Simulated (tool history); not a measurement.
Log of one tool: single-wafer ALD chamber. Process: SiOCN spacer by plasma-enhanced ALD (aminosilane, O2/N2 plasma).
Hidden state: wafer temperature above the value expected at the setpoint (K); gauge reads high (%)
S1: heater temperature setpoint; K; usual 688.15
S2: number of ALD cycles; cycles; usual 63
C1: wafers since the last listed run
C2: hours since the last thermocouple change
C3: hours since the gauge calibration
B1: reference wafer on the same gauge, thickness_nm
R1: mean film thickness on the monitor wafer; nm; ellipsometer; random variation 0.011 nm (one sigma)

run 1 hour=0.0 | S1=688.15 S2=63 | C1=0 C2=736.5 C3=462.1 | B1=3.637 | R1=3.362
run 2 hour=26.6 | S1=696.15 S2=63 | C1=64 C2=763.1 C3=488.7 | B1=3.639 | R1=3.247
run 3 hour=43.4 | S1=688.15 S2=63 | C1=40 C2=779.9 C3=505.5 | B1=3.639 | R1=3.348
run 4 hour=77.7 | S1=688.15 S2=63 | C1=83 C2=814.2 C3=539.8 | B1=3.646 | R1=3.347
run 5 hour=89.8 | S1=688.15 S2=63 | C1=29 C2=826.3 C3=551.9 | B1=3.638 | R1=3.338
run 6 hour=102.8 | S1=688.15 S2=63 | C1=31 C2=839.3 C3=564.9 | B1=3.634 | R1=3.348
run 7 hour=132.7 | S1=688.15 S2=63 | C1=72 C2=869.2 C3=594.8 | B1=3.640 | R1=3.340
run 8 hour=167.5 | S1=688.15 S2=63 | C1=84 C2=904.0 C3=629.6 | B1=3.642 | R1=3.355
run 9 hour=239.0 | S1=678.15 S2=63 | C1=173 C2=975.5 C3=701.1 | B1=3.643 | R1=3.455
-- hour=270.0 thermocouple changed; heater temperature recalibrated
run 10 hour=281.7 | S1=678.15 S2=63 | C1=84 C2=11.7 C3=743.8 | B1=3.637 | R1=3.514
run 11 hour=317.6 | S1=678.15 S2=63 | C1=87 C2=47.6 C3=779.7 | B1=3.642 | R1=3.507
run 12 hour=332.5 | S1=688.15 S2=63 | C1=36 C2=62.5 C3=794.6 | B1=3.640 | R1=3.366
run 13 hour=357.6 | S1=688.15 S2=63 | C1=61 C2=87.6 C3=819.7 | B1=3.639 | R1=3.363
-- hour=368.3 gauge calibrated
run 14 hour=379.0 | S1=688.15 S2=72 | C1=52 C2=109.0 C3=10.7 | B1=3.645 | R1=3.844
run 15 hour=391.5 | S1=688.15 S2=72 | C1=30 C2=121.5 C3=23.2 | B1=3.640 | R1=3.877
run 16 hour=418.9 | S1=688.15 S2=63 | C1=66 C2=148.9 C3=50.6 | B1=3.645 | R1=3.384
run 17 hour=433.8 | S1=701.15 S2=68 | C1=36 C2=163.8 C3=65.5 | B1=3.639 | R1=3.487
run 18 hour=458.6 | S1=696.15 S2=71 | C1=60 C2=188.6 C3=90.3 | B1=3.641 | R1=3.708
run 19 hour=484.5 | S1=688.15 S2=63 | C1=62 C2=214.5 C3=116.2 | B1=3.640 | R1=3.394
run 20 hour=508.2 | S1=688.15 S2=66 | C1=57 C2=238.2 C3=139.9 | B1=3.639 | R1=3.551
run 21 hour=528.1 | S1=703.15 S2=60 | C1=48 C2=258.1 C3=159.8 | B1=3.641 | R1=3.039
run 22 hour=551.6 | S1=679.15 S2=51 | C1=57 C2=281.6 C3=183.3 | B1=3.645 | R1=2.821
run 23 hour=566.4 | S1=677.15 S2=75 | C1=35 C2=296.4 C3=198.1 | B1=3.640 | R1=4.198
run 24 hour=596.5 | S1=688.15 S2=72 | C1=73 C2=326.5 C3=228.2 | B1=3.640 | R1=3.870
run 25 hour=622.8 | S1=702.15 S2=54 | C1=63 C2=352.8 C3=254.5 | B1=3.644 | R1=2.752
run 26 hour=658.5 | S1=688.15 S2=57 | C1=86 C2=388.5 C3=290.2 | B1=3.641 | R1=3.055
run 27 hour=685.4 | S1=682.15 S2=52 | C1=65 C2=415.4 C3=317.1 | B1=3.637 | R1=2.835
run 28 hour=720.0 | S1=674.15 S2=57 | C1=84 C2=450.0 C3=351.7 | B1=3.643 | R1=3.198
run 29 hour=736.9 | S1=701.15 S2=68 | C1=41 C2=466.9 C3=368.6 | B1=3.639 | R1=3.473
run 30 hour=749.8 | S1=679.15 S2=63 | C1=31 C2=479.8 C3=381.5 | B1=3.639 | R1=3.473
run 31 hour=775.9 | S1=688.15 S2=63 | C1=63 C2=505.9 C3=407.6 | B1=3.638 | R1=3.373
run 32 hour=790.6 | S1=675.15 S2=71 | C1=35 C2=520.6 C3=422.3 | B1=3.641 | R1=3.976
run 33 hour=807.5 | S1=699.15 S2=73 | C1=41 C2=537.5 C3=439.2 | B1=3.643 | R1=3.736

Hidden state at the last listed run before each entry between runs and at the first one after, where it differs:
Between runs 9 and 10: thermocouple changed; heater temperature recalibrated (hour 270.0)
  wafer temperature above the value expected at the setpoint (K): 4.58 -> -0.155
  measured less the result without the state, R1: -0.055 -> +0.002 nm
Between runs 13 and 14: gauge calibrated (hour 368.3)
  wafer temperature above the value expected at the setpoint (K): -0.116 -> -0.0935
  measured less the result without the state, R1: +0.001 -> +0.001 nm
